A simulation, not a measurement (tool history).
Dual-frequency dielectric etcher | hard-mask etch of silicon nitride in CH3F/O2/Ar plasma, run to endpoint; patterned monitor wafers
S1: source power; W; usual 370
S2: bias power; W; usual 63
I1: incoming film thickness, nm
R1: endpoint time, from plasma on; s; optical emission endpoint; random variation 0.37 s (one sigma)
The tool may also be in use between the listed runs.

{"run": 1, "hour": 0.0, "S1": 400, "S2": 63, "I1": 38.5, "R1": 55.6}
{"run": 2, "hour": 29.2, "S1": 310, "S2": 63, "I1": 38.85, "R1": 62.3}
{"run": 3, "hour": 54.9, "S1": 310, "S2": 63, "I1": 38.98, "R1": 62.2}
{"run": 4, "hour": 125.5, "S1": 370, "S2": 63, "I1": 38.72, "R1": 58.5}
{"run": 5, "hour": 150.0, "S1": 370, "S2": 63, "I1": 38.4, "R1": 58.1}
{"run": 6, "hour": 197.2, "S1": 370, "S2": 63, "I1": 38.71, "R1": 58.8}
{"run": 7, "hour": 261.6, "S1": 370, "S2": 63, "I1": 38.8, "R1": 58.5}
{"run": 8, "hour": 326.4, "S1": 370, "S2": 63, "I1": 38.43, "R1": 57.4}
{"run": 9, "hour": 385.2, "S1": 300, "S2": 56, "I1": 38.71, "R1": 65.3}
{"run": 10, "hour": 452.7, "S1": 300, "S2": 56, "I1": 38.67, "R1": 65.9}
{"run": 11, "hour": 491.4, "S1": 300, "S2": 56, "I1": 38.43, "R1": 64.8}
{"run": 12, "hour": 551.1, "S1": 370, "S2": 74, "I1": 39.22, "R1": 54.5}
{"run": 13, "hour": 621.1, "S1": 370, "S2": 74, "I1": 39.07, "R1": 54.5}
{"run": 14, "hour": 684.7, "S1": 370, "S2": 50, "I1": 38.79, "R1": 64.2}
{"run": 15, "hour": 715.5, "S1": 340, "S2": 72, "I1": 38.68, "R1": 56.5}
{"run": 16, "hour": 765.2, "S1": 280, "S2": 63, "I1": 38.74, "R1": 63.2}
{"run": 17, "hour": 830.6, "S1": 420, "S2": 56, "I1": 38.4, "R1": 57.6}
{"run": 18, "hour": 897.9, "S1": 300, "S2": 63, "I1": 39.04, "R1": 62.1}
{"run": 19, "hour": 986.2, "S1": 430, "S2": 75, "I1": 38.75, "R1": 51.1}
{"run": 20, "hour": 1007.0, "S1": 460, "S2": 59, "I1": 38.49, "R1": 55.0}
{"run": 21, "hour": 1062.3, "S1": 370, "S2": 63, "I1": 38.66, "R1": 58.4}
{"run": 22, "hour": 1102.7, "S1": 420, "S2": 54, "I1": 38.77, "R1": 59.7}
{"run": 23, "hour": 1147.2, "S1": 450, "S2": 63, "I1": 39.01, "R1": 54.2}
{"run": 24, "hour": 1190.1, "S1": 300, "S2": 53, "I1": 38.79, "R1": 67.4}
{"run": 25, "hour": 1250.9, "S1": 310, "S2": 78, "I1": 38.99, "R1": 56.4}
{"run": 26, "hour": 1309.6, "S1": 440, "S2": 63, "I1": 38.67, "R1": 54.5}
{"run": 27, "hour": 1367.9, "S1": 340, "S2": 71, "I1": 38.52, "R1": 56.3}
{"run": 28, "hour": 1399.0, "S1": 370, "S2": 53, "I1": 38.34, "R1": 61.9}
{"run": 29, "hour": 1433.7, "S1": 370, "S2": 63, "I1": 38.73, "R1": 57.4}
{"run": 30, "hour": 1492.4, "S1": 340, "S2": 55, "I1": 38.65, "R1": 62.8}
{"run": 31, "hour": 1560.0, "S1": 370, "S2": 63, "I1": 38.86, "R1": 58.1}
{"run": 32, "hour": 1608.7, "S1": 450, "S2": 52, "I1": 38.31, "R1": 58.0}
{"run": 33, "hour": 1635.2, "S1": 370, "S2": 63, "I1": 38.71, "R1": 58.1}
{"run": 34, "hour": 1685.7, "S1": 330, "S2": 78, "I1": 38.56, "R1": 54.6}

Not shown: 6 entries that the log had between the listed runs. Between which runs, and how does the tool's hidden state differ before and after?
Between runs 9 and 10: wet clean of the chamber (hour 436.1)
  no hidden state differs between the two runs
Between runs 12 and 13: upper electrode replaced (hour 613.9)
  no hidden state differs between the two runs
Between runs 13 and 14: bias power generator calibrated (hour 677.0)
  no hidden state differs between the two runs
Between runs 18 and 19: source power generator calibrated (hour 905.5); wet clean of the chamber (hour 985.7)
  no hidden state differs between the two runs
Between runs 29 and 30: wet clean of the chamber (hour 1481.4)
  no hidden state differs between the two runs
